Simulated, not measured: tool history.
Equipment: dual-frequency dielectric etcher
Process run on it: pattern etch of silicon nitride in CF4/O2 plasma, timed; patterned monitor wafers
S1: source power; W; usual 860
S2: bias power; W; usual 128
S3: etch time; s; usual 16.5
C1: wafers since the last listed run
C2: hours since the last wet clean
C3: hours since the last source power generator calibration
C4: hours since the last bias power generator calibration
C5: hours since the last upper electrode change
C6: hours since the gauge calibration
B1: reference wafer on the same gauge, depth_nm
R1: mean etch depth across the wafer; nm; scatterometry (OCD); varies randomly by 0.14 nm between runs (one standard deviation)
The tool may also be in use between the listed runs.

run 1 day=0.000 | S1=770 S2=128 S3=16.5 | C1=0 C2=46.6 C3=4816.1 C4=88.4 C5=1826.6 C6=431.4 | B1=44.67 | R1=42.44
run 2 day=2.608 | S1=770 S2=128 S3=16.5 | C1=625 C2=109.2 C3=4878.7 C4=151.0 C5=1889.2 C6=494.0 | B1=44.75 | R1=42.27
run 3 day=5.600 | S1=690 S2=110 S3=16.5 | C1=717 C2=181.0 C3=4950.5 C4=222.8 C5=1961.0 C6=565.8 | B1=44.73 | R1=37.42
run 4 day=8.283 | S1=690 S2=110 S3=16.5 | C1=643 C2=245.4 C3=5014.9 C4=287.2 C5=2025.4 C6=630.2 | B1=44.70 | R1=37.42
-- day=10.083 upper electrode replaced
run 5 day=11.096 | S1=860 S2=128 S3=16.5 | C1=434 C2=312.9 C3=5082.4 C4=354.7 C5=24.3 C6=697.7 | B1=44.71 | R1=45.52
run 6 day=12.946 | S1=860 S2=128 S3=16.5 | C1=443 C2=357.3 C3=5126.8 C4=399.1 C5=68.7 C6=742.1 | B1=44.62 | R1=45.82
run 7 day=15.850 | S1=860 S2=128 S3=16.5 | C1=696 C2=427.0 C3=5196.5 C4=468.8 C5=138.4 C6=811.8 | B1=44.75 | R1=45.68
run 8 day=17.646 | S1=860 S2=128 S3=16.5 | C1=430 C2=470.1 C3=5239.6 C4=511.9 C5=181.5 C6=854.9 | B1=44.69 | R1=45.49
run 9 day=19.442 | S1=690 S2=110 S3=16.5 | C1=430 C2=513.2 C3=5282.7 C4=555.0 C5=224.6 C6=898.0 | B1=44.67 | R1=37.38
run 10 day=21.346 | S1=960 S2=139 S3=16.5 | C1=456 C2=558.9 C3=5328.4 C4=600.7 C5=270.3 C6=943.7 | B1=44.74 | R1=50.51
-- day=23.267 wet clean of the chamber
run 11 day=23.346 | S1=710 S2=108 S3=12.0 | C1=239 C2=1.9 C3=5376.4 C4=648.7 C5=318.3 C6=991.7 | B1=44.73 | R1=27.54
run 12 day=24.475 | S1=860 S2=151 S3=18.0 | C1=270 C2=29.0 C3=5403.5 C4=675.8 C5=345.4 C6=1018.8 | B1=44.74 | R1=53.10
run 13 day=25.962 | S1=640 S2=108 S3=19.0 | C1=356 C2=64.7 C3=5439.2 C4=711.5 C5=381.1 C6=1054.5 | B1=44.67 | R1=40.92
-- day=27.271 source power generator calibrated
run 14 day=27.821 | S1=860 S2=138 S3=18.0 | C1=405 C2=109.3 C3=13.2 C4=756.1 C5=425.7 C6=1099.1 | B1=44.71 | R1=51.32
run 15 day=29.292 | S1=1030 S2=120 S3=18.5 | C1=352 C2=144.6 C3=48.5 C4=791.4 C5=461.0 C6=1134.4 | B1=44.68 | R1=56.42
-- day=30.379 gauge calibrated
run 16 day=31.208 | S1=860 S2=128 S3=18.0 | C1=459 C2=190.6 C3=94.5 C4=837.4 C5=507.0 C6=19.9 | B1=44.70 | R1=49.71

The next listed run, before its measurement:
run 17 day=32.729 | S1=640 S2=97 S3=16.5 | C1=364 C2=227.1 C3=131.0 C4=873.9 C5=543.5 C6=56.4 | B1=? | R1=?

{"run 17": {"B1": 44.74, "R1": 34.03}}
With no hidden state in the tool, this same run would have given R1 34.03 nm.

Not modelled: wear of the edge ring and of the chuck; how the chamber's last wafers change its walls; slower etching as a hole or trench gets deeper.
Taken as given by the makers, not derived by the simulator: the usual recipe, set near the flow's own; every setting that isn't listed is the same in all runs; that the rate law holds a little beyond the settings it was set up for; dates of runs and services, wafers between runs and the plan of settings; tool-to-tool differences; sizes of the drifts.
